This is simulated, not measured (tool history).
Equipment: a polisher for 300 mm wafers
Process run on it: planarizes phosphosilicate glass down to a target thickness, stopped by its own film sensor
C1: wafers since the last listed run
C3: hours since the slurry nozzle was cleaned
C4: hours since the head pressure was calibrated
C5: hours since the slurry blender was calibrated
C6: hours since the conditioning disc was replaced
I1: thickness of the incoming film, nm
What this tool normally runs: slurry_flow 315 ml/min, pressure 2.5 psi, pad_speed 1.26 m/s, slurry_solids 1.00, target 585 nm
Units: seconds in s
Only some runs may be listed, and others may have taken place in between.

Run 1, day 0.000: usual settings; C1 0; wafers polished on this pad 2083; C3 503.9; C4 572.6; C5 24.9; C6 217.7; I1 1286.0. Result: seconds 86.5 s.
At day 1.583: worn pad replaced by a new one.
At day 1.842: slurry nozzle cleaned.
Run 2, day 2.383: usual settings; C1 551; wafers polished on this pad 191; C3 13.0; C4 629.8; C5 82.1; C6 274.9; I1 1278.1. Result: seconds 90.4 s.
Run 3, day 4.400: usual settings; C1 511; wafers polished on this pad 702; C3 61.4; C4 678.2; C5 130.5; C6 323.3; I1 1292.7. Result: seconds 91.1 s.
Run 4, day 7.900: usual settings but pressure 3.1 psi; C1 887; wafers polished on this pad 1590; C3 145.4; C4 762.2; C5 214.5; C6 407.3; I1 1293.7. Result: seconds 78.5 s.
Run 5, day 10.267: usual settings but pressure 3.1 psi; C1 599; wafers polished on this pad 2190; C3 202.2; C4 819.0; C5 271.3; C6 464.1; I1 1290.5. Result: seconds 80.8 s.
At day 11.871: worn pad replaced by a new one.
Run 6, day 13.367: usual settings but pressure 3.1 psi; C1 743; wafers polished on this pad 378; C3 276.6; C4 893.4; C5 345.7; C6 538.5; I1 1276.0. Result: seconds 76.6 s.
At day 13.829: conditioning disc replaced and pad reconditioned.
At day 14.529: slurry blender recalibrated.
At day 15.671: head pressure recalibrated.
Run 7, day 16.521: usual settings but pressure 2.8 psi; C1 736; wafers polished on this pad 1115; C3 352.3; C4 20.4; C5 47.8; C6 64.6; I1 1264.8. Result: seconds 76.0 s.
Run 8, day 20.862: usual settings but pressure 2.8 psi; C1 1100; wafers polished on this pad 2215; C3 456.5; C4 124.6; C5 152.0; C6 168.8; I1 1267.6. Result: seconds 80.8 s.
At day 21.054: worn pad replaced by a new one.
At day 21.258: slurry nozzle cleaned.
Run 9, day 24.762: usual settings but slurry_flow 350 ml/min, pressure 1.8 psi, slurry_solids 1.15, target 679 nm; C1 935; wafers polished on this pad 929; C3 84.1; C4 218.2; C5 245.6; C6 262.4; I1 1274.8. Result: seconds 107.0 s.
Run 10, day 28.175: usual settings but target 376 nm; C1 865; wafers polished on this pad 1794; C3 166.0; C4 300.1; C5 327.5; C6 344.3; I1 1265.9. Result: seconds 121.4 s.
At day 30.912: worn pad replaced by a new one.
At day 31.212: slurry blender recalibrated.
Run 11, day 32.125: usual settings; C1 937; wafers polished on this pad 285; C3 260.8; C4 394.9; C5 21.9; C6 439.1; I1 1279.5. Result: seconds 83.1 s.

What does the tool deliver on the next run?
Run 12, day 36.088: usual settings; C1 1004; wafers polished on this pad 1290; C3 355.9; C4 490.0; C5 117.0; C6 534.2; I1 1278.3. Result: seconds ?.

seconds: 90.5 s
Take away the tool's hidden state, keep the run-to-run variation as it was, and the same run would have given seconds 83.0 s.
